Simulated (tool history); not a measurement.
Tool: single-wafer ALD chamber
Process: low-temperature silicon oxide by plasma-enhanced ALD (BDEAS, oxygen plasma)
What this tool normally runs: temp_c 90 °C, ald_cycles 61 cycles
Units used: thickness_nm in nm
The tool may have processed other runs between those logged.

run    hour  temp_c  ald_cycles  read-back reference wafer on the same gauge, thickness_nm  thickness_nm
  1       0      90          61                                                       7.66         9.195
  2    82.6      90          61                                                      7.646         9.264
  3   125.4      90          61                                                      7.656         9.297
  4     180      93          61                                                      7.643         9.145
  5   225.5      93          61                                                      7.648         9.097
  6   331.4      90          61                                                      7.652         9.273
  7   426.3      90          61                                                      7.645         9.236
  8   653.3      90          61                                                      7.661         9.199
  9   734.3      79          64                                                      7.647        10.201
 10   799.4      79          64                                                      7.651        10.073
 11   884.1      90          61                                                      7.654         9.177
 12   977.4      90          61                                                      7.647         9.158
 13  1042.5      90          54                                                      7.642         8.146
 14  1113.2      90          64                                                      7.648         9.789
 15  1181.3      90          64                                                      7.641         9.651
 16  1248.6      90          68                                                      7.649        10.305
 17  1340.9      90          68                                                      7.659        10.215
 18  1655.4      90          68                                                      7.646         10.13
 19  1728.9      86          61                                                       7.64         9.309
 20  1794.9      86          61                                                      7.652         9.502
 21  1908.6      90          61                                                      7.662         9.243
 22  1973.4      90          61                                                      7.654         9.292
 23  2025.1     101          52                                                      7.648          7.51
 24  2117.9      90          61                                                      7.661         9.251
 25    2216      76          56                                                       7.65         8.982
 26  2280.1      76          61                                                      7.642          9.71
 27  2381.6      85          53                                                      7.647         8.178
 28  2465.2      84          55                                                      7.658         8.408
 29  2504.7      90          61                                                      7.646         9.267
 30  2603.8      93          61                                                      7.637         9.202
 31  2682.6      90          61                                                      7.653         9.251
 32  2744.2      90          65                                                      7.657         9.851
 33    2795      85          66                                                      7.651        10.214
 34  2843.6      96          51                                                      7.647         7.498
 35  2909.4      95          66                                                       7.64         9.789
 36  2986.6      79          61                                                      7.649         9.608
 37  3071.4      90          61                                                       7.65         9.239
 38  3172.6      90          61                                                      7.651         9.327
 39  3245.9      90          61                                                      7.653         9.318
 40  3306.9     103          57                                                      7.651         8.289
 41  3351.3      86          55                                                      7.643         8.347
 42  3566.8      90          61                                                       7.65         9.269
 43  3626.6      90          71                                                      7.648        10.751
 44  3681.3      98          49                                                      7.643         7.165

Between the runs listed above, the log contained 4 entries, not reproduced here. Where in the sequence does each belong, and how does what the log doesn't record of the tool's condition differ from the listed run before to the listed run after?
From run 1 to run 2: thermocouple changed; heater temperature recalibrated (hour 82.1)
  no difference in the tool's unlogged condition between these two runs
From run 17 to run 18: thermocouple changed; heater temperature recalibrated (hour 1493.8)
  no difference in the tool's unlogged condition between these two runs
From run 26 to run 27: gauge calibrated (hour 2300.5)
  no difference in the tool's unlogged condition between these two runs
From run 34 to run 35: thermocouple changed; heater temperature recalibrated (hour 2900.6)
  no difference in the tool's unlogged condition between these two runs
